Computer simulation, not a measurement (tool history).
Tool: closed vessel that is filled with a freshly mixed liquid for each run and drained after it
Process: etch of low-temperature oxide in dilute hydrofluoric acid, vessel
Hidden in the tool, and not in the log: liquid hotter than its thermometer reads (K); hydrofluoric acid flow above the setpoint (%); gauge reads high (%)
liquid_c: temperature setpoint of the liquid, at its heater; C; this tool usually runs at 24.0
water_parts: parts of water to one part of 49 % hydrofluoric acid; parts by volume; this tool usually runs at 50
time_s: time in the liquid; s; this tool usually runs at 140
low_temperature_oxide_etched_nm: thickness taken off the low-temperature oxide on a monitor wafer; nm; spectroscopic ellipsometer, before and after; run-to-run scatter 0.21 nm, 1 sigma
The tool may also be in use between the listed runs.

| run | hour | liquid_c | water_parts | time_s | wafers since the last listed run | hours since the thermometer was replaced | hours since the hydrofluoric acid flow meter was replaced | hours since the gauge calibration | read-back film thickness of the low-temperature oxide reference wafer, read on the same gauge (nm) | low_temperature_oxide_etched_nm |
|---|---|---|---|---|---|---|---|---|---|---|
| 1 | 0.0 | 24.0 | 50 | 140 | 0 | 2683.2 | 183.4 | 434.8 | 149.95 | 54.39 |
| 2 | 14.1 | 24.0 | 50 | 185 | 864 | 2697.3 | 197.5 | 448.9 | 150.00 | 72.67 |
| 3 | 42.4 | 24.0 | 50 | 140 | 1735 | 2725.6 | 225.8 | 477.2 | 149.99 | 54.49 |
| 4 | 73.7 | 24.0 | 50 | 140 | 1920 | 2756.9 | 257.1 | 508.5 | 150.02 | 55.02 |
|  | 77.9 | thermometer replaced |
| 5 | 91.9 | 25.0 | 50 | 140 | 1055 | 14.0 | 275.3 | 526.7 | 150.02 | 57.10 |
| 6 | 106.6 | 25.0 | 50 | 140 | 901 | 28.7 | 290.0 | 541.4 | 150.01 | 57.62 |
| 7 | 122.6 | 24.0 | 50 | 140 | 981 | 44.7 | 306.0 | 557.4 | 150.02 | 54.93 |
| 8 | 150.5 | 24.0 | 50 | 140 | 1711 | 72.6 | 333.9 | 585.3 | 149.98 | 55.25 |
|  | 163.1 | gauge calibrated |
| 9 | 171.5 | 24.0 | 50 | 140 | 1288 | 93.6 | 354.9 | 8.4 | 150.00 | 55.72 |
| 10 | 199.1 | 22.5 | 50 | 140 | 1693 | 121.2 | 382.5 | 36.0 | 150.01 | 52.15 |
| 11 | 224.7 | 24.0 | 50 | 140 | 1570 | 146.8 | 408.1 | 61.6 | 149.97 | 55.77 |
| 12 | 251.4 | 26.0 | 40 | 195 | 1637 | 173.5 | 434.8 | 88.3 | 150.01 | 106.93 |
| 13 | 287.2 | 26.0 | 50 | 140 | 2196 | 209.3 | 470.6 | 124.1 | 150.02 | 61.35 |
| 14 | 321.5 | 24.0 | 50 | 140 | 2104 | 243.6 | 504.9 | 158.4 | 150.00 | 56.15 |
|  | 324.1 | hydrofluoric acid flow meter replaced |
| 15 | 338.6 | 21.5 | 50 | 140 | 987 | 260.7 | 14.5 | 175.5 | 149.99 | 48.10 |
| 16 | 370.0 | 21.5 | 50 | 60 | 1926 | 292.1 | 45.9 | 206.9 | 150.02 | 20.74 |
| 17 | 383.1 | 24.0 | 50 | 140 | 803 | 305.2 | 59.0 | 220.0 | 150.02 | 53.46 |
| 18 | 406.3 | 24.0 | 50 | 140 | 1423 | 328.4 | 82.2 | 243.2 | 150.03 | 54.00 |
| 19 | 429.0 | 27.0 | 70 | 140 | 1392 | 351.1 | 104.9 | 265.9 | 150.05 | 42.23 |
| 20 | 456.6 | 24.0 | 30 | 105 | 1693 | 378.7 | 132.5 | 293.5 | 149.98 | 69.22 |
| 21 | 489.8 | 28.0 | 25 | 170 | 2036 | 411.9 | 165.7 | 326.7 | 149.98 | 161.38 |
| 22 | 504.4 | 24.0 | 50 | 55 | 895 | 426.5 | 180.3 | 341.3 | 150.01 | 21.30 |
| 23 | 533.2 | 26.5 | 75 | 140 | 1766 | 455.3 | 209.1 | 370.1 | 149.99 | 39.04 |
| 24 | 563.6 | 27.5 | 50 | 210 | 1864 | 485.7 | 239.5 | 400.5 | 150.01 | 95.07 |
| 25 | 595.4 | 28.5 | 50 | 140 | 1950 | 517.5 | 271.3 | 432.3 | 149.98 | 65.67 |
| 26 | 618.1 | 24.0 | 35 | 190 | 1392 | 540.2 | 294.0 | 455.0 | 150.01 | 108.98 |
| 27 | 652.8 | 25.5 | 70 | 170 | 2128 | 574.9 | 328.7 | 489.7 | 149.99 | 49.23 |
| 28 | 682.9 | 28.5 | 60 | 115 | 1846 | 605.0 | 358.8 | 519.8 | 150.01 | 44.89 |
| 29 | 707.7 | 29.0 | 50 | 140 | 1521 | 629.8 | 383.6 | 544.6 | 150.00 | 68.32 |
| 30 | 723.3 | 24.0 | 50 | 205 | 956 | 645.4 | 399.2 | 560.2 | 149.96 | 81.50 |
| 31 | 742.1 | 21.5 | 60 | 120 | 1153 | 664.2 | 418.0 | 579.0 | 149.98 | 35.72 |
| 32 | 765.5 | 26.0 | 60 | 165 | 1435 | 687.6 | 441.4 | 602.4 | 149.99 | 59.18 |
| 33 | 788.1 | 24.0 | 50 | 195 | 1386 | 710.2 | 464.0 | 625.0 | 149.99 | 78.68 |

How would selected steps in low_temperature_oxide_etched_nm from run to run divide? Give the signed amount a tool lacking its hidden state would still show from settings, what came in and random variation, and the signed amount left for the hidden state, including any gauge scatter that is not in both of the compared results.
Run 11 -> 12: liquid_c 24.0 -> 26.0, water_parts 50 -> 40, time_s 140 -> 195. low_temperature_oxide_etched_nm +51.16 nm: hidden state +2.68, all else +48.48.
Run 14 -> 15: liquid_c 24.0 -> 21.5, hydrofluoric acid flow meter replaced. low_temperature_oxide_etched_nm -8.05 nm: hidden state -3.03, all else -5.02.
Run 20 -> 21: liquid_c 24.0 -> 28.0, water_parts 30 -> 25, time_s 105 -> 170. low_temperature_oxide_etched_nm +92.16 nm: hidden state +2.10, all else +90.06.
Run 21 -> 22: liquid_c 28.0 -> 24.0, water_parts 25 -> 50, time_s 170 -> 55. low_temperature_oxide_etched_nm -140.08 nm: hidden state -2.80, all else -137.28.
Run 26 -> 27: liquid_c 24.0 -> 25.5, water_parts 35 -> 70, time_s 190 -> 170. low_temperature_oxide_etched_nm -59.75 nm: hidden state -1.78, all else -57.97.
